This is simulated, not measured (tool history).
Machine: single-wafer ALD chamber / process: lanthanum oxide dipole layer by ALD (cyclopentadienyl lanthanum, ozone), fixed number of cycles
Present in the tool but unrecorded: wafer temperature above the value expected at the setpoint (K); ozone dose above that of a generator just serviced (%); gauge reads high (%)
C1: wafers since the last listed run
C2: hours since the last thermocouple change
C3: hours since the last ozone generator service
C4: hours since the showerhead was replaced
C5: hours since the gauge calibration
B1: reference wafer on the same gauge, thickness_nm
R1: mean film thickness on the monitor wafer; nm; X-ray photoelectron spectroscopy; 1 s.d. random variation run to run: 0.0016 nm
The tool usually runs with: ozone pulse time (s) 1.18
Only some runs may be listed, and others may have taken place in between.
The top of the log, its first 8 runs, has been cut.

Run 9, day 8.088: usual settings but ozone pulse time (s) 0.83; C1 365; C2 904.1; C3 251.0; C4 55.9; C5 474.0; B1 0.445. Result: R1 0.475 nm.
Run 10, day 8.958: usual settings; C1 225; C2 925.0; C3 271.9; C4 76.8; C5 494.9; B1 0.445. Result: R1 0.530 nm.
Run 11, day 10.333: usual settings; C1 356; C2 958.0; C3 304.9; C4 109.8; C5 527.9; B1 0.445. Result: R1 0.527 nm.
Run 12, day 12.400: usual settings; C1 535; C2 1007.6; C3 354.5; C4 159.4; C5 577.5; B1 0.445. Result: R1 0.523 nm.
Run 13, day 13.621: usual settings but ozone pulse time (s) 1.62; C1 316; C2 1036.9; C3 383.8; C4 188.7; C5 606.8; B1 0.445. Result: R1 0.560 nm.
Run 14, day 14.471: usual settings but ozone pulse time (s) 0.94; C1 220; C2 1057.3; C3 404.2; C4 209.1; C5 627.2; B1 0.445. Result: R1 0.489 nm.
Run 15, day 15.417: usual settings but ozone pulse time (s) 0.85; C1 244; C2 1080.0; C3 426.9; C4 231.8; C5 649.9; B1 0.445. Result: R1 0.471 nm.
Run 16, day 16.404: usual settings; C1 255; C2 1103.7; C3 450.6; C4 255.5; C5 673.6; B1 0.445. Result: R1 0.521 nm.
Run 17, day 17.867: usual settings; C1 378; C2 1138.8; C3 485.7; C4 290.6; C5 708.7; B1 0.445. Result: R1 0.519 nm.
Run 18, day 19.358: usual settings but ozone pulse time (s) 1.05; C1 386; C2 1174.6; C3 521.5; C4 326.4; C5 744.5; B1 0.445. Result: R1 0.501 nm.
At day 19.946: gauge calibrated.
At day 20.550: thermocouple changed; heater temperature recalibrated.
Run 19, day 20.646: usual settings; C1 247; C2 2.3; C3 552.4; C4 357.3; C5 16.8; B1 0.445. Result: R1 0.516 nm.
Run 20, day 21.221: usual settings but ozone pulse time (s) 1.63; C1 148; C2 16.1; C3 566.2; C4 371.1; C5 30.6; B1 0.445. Result: R1 0.549 nm.
Run 21, day 22.317: usual settings but ozone pulse time (s) 1.44; C1 283; C2 42.4; C3 592.5; C4 397.4; C5 56.9; B1 0.445. Result: R1 0.538 nm.

What will run 22 give?
At day 22.767: ozone generator serviced.
Run 22, day 22.962: usual settings but ozone pulse time (s) 0.87; C1 80; C2 57.9; C3 4.7; C4 412.9; C5 72.4; B1 ?. Result: R1 ?.

Run 22 came out at B1 0.445, R1 0.487 nm.
With the hidden condition absent and the run-to-run variation left alone, this run would have shown R1 0.488 nm.
